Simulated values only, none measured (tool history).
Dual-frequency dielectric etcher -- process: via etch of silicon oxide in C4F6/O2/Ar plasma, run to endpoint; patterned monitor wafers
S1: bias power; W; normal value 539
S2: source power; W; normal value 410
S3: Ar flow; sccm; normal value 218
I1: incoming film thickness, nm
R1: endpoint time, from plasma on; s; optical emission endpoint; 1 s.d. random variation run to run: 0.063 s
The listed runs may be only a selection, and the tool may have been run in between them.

Run 1, day 0.000: usual settings but S1 631 W; I1 104.8. Result: R1 20.4 s.
Run 2, day 0.642: usual settings but S1 631 W; I1 103.3. Result: R1 20.1 s.
Run 3, day 2.088: usual settings but S2 460 W; I1 103.7. Result: R1 20.2 s.
Run 4, day 2.600: usual settings; I1 103.3. Result: R1 21.1 s.
Run 5, day 3.800: usual settings; I1 104.3. Result: R1 21.4 s.
Run 6, day 4.700: usual settings; I1 104.3. Result: R1 21.5 s.
Run 7, day 5.342: usual settings but S3 256 sccm; I1 104.0. Result: R1 21.7 s.
At day 5.962: source power generator calibrated.
Run 8, day 5.983: usual settings but S3 256 sccm; I1 103.3. Result: R1 21.4 s.
Run 9, day 7.258: usual settings; I1 104.0. Result: R1 21.3 s.
Run 10, day 8.183: usual settings; I1 103.9. Result: R1 21.2 s.
Run 11, day 8.875: usual settings; I1 103.5. Result: R1 21.2 s.
Run 12, day 10.025: usual settings but S1 462 W, S2 320 W; I1 104.6. Result: R1 25.6 s.
Run 13, day 10.858: usual settings but S2 490 W, S3 271 sccm; I1 103.5. Result: R1 20.1 s.
At day 11.921: Ar flow controller replaced.
At day 12.254: bias power generator calibrated.
At day 12.917: upper electrode replaced.
At day 13.012: wet clean of the chamber.
Run 14, day 13.033: usual settings but S2 470 W; I1 105.3. Result: R1 20.0 s.
Run 15, day 13.883: usual settings; I1 104.2. Result: R1 21.0 s.
Run 16, day 14.483: usual settings; I1 103.0. Result: R1 20.7 s.
Run 17, day 15.108: usual settings but S2 380 W; I1 102.8. Result: R1 21.6 s.
Run 18, day 16.017: usual settings but S1 466 W, S3 267 sccm; I1 104.2. Result: R1 22.5 s.
Run 19, day 16.929: usual settings but S1 434 W, S2 320 W; I1 104.1. Result: R1 25.7 s.
Run 20, day 17.621: usual settings but S2 360 W; I1 103.6. Result: R1 22.5 s.

For each run, the measured value with the value that run would have given without the tool's hidden condition subtracted. The run-to-run variation is shared by both, the gauge scatter possibly not:
The hidden state here: etch rate over this chamber's usual, %; bias power that arrives over what is set, %; source power that arrives over what is set, %; Ar flow that arrives over what is set, %.
run    R1
  1  +0.2
  2  +0.2
  3  +0.3
  4  +0.3
  5  +0.3
  6  +0.3
  7  +0.3
  8  +0.3
  9  +0.4
 10  +0.3
 11  +0.4
 12  +0.4
 13  +0.4
 14  +0.0
 15  +0.0
 16  +0.0
 17  +0.0
 18  +0.0
 19  +0.0
 20  +0.1
